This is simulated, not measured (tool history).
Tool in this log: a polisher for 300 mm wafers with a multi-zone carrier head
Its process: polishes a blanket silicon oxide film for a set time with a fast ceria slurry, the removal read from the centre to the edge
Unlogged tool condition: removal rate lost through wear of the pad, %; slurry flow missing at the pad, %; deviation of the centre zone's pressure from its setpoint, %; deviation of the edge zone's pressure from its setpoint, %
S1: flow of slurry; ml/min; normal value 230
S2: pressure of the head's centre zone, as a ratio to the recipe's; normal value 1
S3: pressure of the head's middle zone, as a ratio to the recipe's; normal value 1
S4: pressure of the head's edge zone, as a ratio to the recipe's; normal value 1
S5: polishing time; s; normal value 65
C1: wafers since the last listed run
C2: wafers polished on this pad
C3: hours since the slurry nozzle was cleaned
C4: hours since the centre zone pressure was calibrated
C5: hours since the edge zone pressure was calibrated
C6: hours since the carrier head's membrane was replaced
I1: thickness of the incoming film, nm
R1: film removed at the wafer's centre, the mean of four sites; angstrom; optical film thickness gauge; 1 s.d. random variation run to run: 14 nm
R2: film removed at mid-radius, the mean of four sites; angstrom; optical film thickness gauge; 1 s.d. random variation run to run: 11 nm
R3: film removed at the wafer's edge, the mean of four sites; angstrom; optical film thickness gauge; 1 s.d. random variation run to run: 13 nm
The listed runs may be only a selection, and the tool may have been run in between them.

| run | hour | S1 | S2 | S3 | S4 | S5 | C1 | C2 | C3 | C4 | C5 | C6 | I1 | R1 | R2 | R3 |
|---|---|---|---|---|---|---|---|---|---|---|---|---|---|---|---|---|
| 1 | 0 | 230 | 1 | 1 | 1 | 65 | 0 | 768 | 201 | 1009.1 | 608.5 | 1381.7 | 3705.1 | 9032 | 10148 | 10497 |
| 2 | 35.4 | 230 | 1 | 1 | 1 | 65 | 351 | 1119 | 236.4 | 1044.5 | 643.9 | 1417.1 | 3679.5 | 8697 | 9918 | 10173 |
|  | 68.1 | worn pad replaced by a new one |
| 3 | 90.8 | 230 | 1 | 1 | 1 | 65 | 509 | 224 | 291.8 | 1099.9 | 699.3 | 1472.5 | 3636.5 | 9118 | 10275 | 11033 |
| 4 | 116.7 | 230 | 1 | 1 | 1 | 65 | 256 | 481 | 317.7 | 1125.8 | 725.2 | 1498.4 | 3699.6 | 8936 | 10381 | 10714 |
|  | 125.2 | slurry nozzle cleaned |
| 5 | 167.2 | 230 | 1 | 1 | 1 | 65 | 491 | 972 | 42 | 1176.3 | 775.7 | 1548.9 | 3705 | 8721 | 10137 | 10419 |
|  | 202.8 | carrier head's membrane replaced by a new one |
|  | 213.9 | worn pad replaced by a new one |
| 6 | 214.4 | 230 | 1 | 1 | 1 | 65 | 378 | 5 | 89.2 | 1223.5 | 822.9 | 11.6 | 3642.5 | 9431 | 10735 | 11246 |
|  | 284.7 | centre zone pressure recalibrated |
| 7 | 285.5 | 230 | 1 | 0.96 | 1 | 65 | 685 | 690 | 160.3 | 0.8 | 894 | 82.7 | 3634.6 | 9793 | 9960 | 10487 |
|  | 307.5 | edge zone pressure recalibrated |
|  | 335.3 | worn pad replaced by a new one |
| 8 | 355.6 | 230 | 1 | 1 | 1 | 65 | 635 | 201 | 230.4 | 70.9 | 48.1 | 152.8 | 3618.5 | 9851 | 10345 | 10768 |
| 9 | 415.3 | 150 | 1 | 1 | 1.12 | 65 | 592 | 794 | 290.1 | 130.6 | 107.8 | 212.5 | 3731.1 | 8684 | 9447 | 10369 |
| 10 | 454.9 | 230 | 1 | 1 | 1 | 65 | 392 | 1186 | 329.7 | 170.2 | 147.4 | 252.1 | 3638.4 | 9406 | 10026 | 10306 |
|  | 485.7 | slurry nozzle cleaned |
|  | 486.7 | worn pad replaced by a new one |
| 11 | 501 | 300 | 0.95 | 0.96 | 1 | 86 | 437 | 141 | 15.3 | 216.3 | 193.5 | 298.2 | 3694.5 | 12623 | 14126 | 14851 |
| 12 | 533.2 | 230 | 0.96 | 1 | 1 | 65 | 319 | 461 | 47.5 | 248.5 | 225.7 | 330.4 | 3679.7 | 8939 | 10232 | 10557 |
| 13 | 599.2 | 230 | 1 | 1 | 1 | 57 | 654 | 1116 | 113.5 | 314.5 | 291.7 | 396.4 | 3646.5 | 7845 | 8835 | 9098 |
|  | 615 | worn pad replaced by a new one |
| 14 | 651.2 | 230 | 0.93 | 1 | 1 | 65 | 476 | 359 | 165.5 | 366.5 | 343.7 | 448.4 | 3643.7 | 8589 | 10340 | 10490 |

Hidden state or all else? Some run-to-run changes of R1, split into what the settings, what came in and random variation would give without the hidden state, and what is left for the hidden state (with any gauge scatter that isn't in both results):
Run 5 -> 6: carrier head's membrane replaced by a new one, worn pad replaced by a new one. R1 +710 angstrom: hidden state +651, all else +59.
Run 11 -> 12: S1 300 -> 230, S2 0.95 -> 0.96, S3 0.96 -> 1, S5 86 -> 65. R1 -3684 angstrom: hidden state +66, all else -3750.
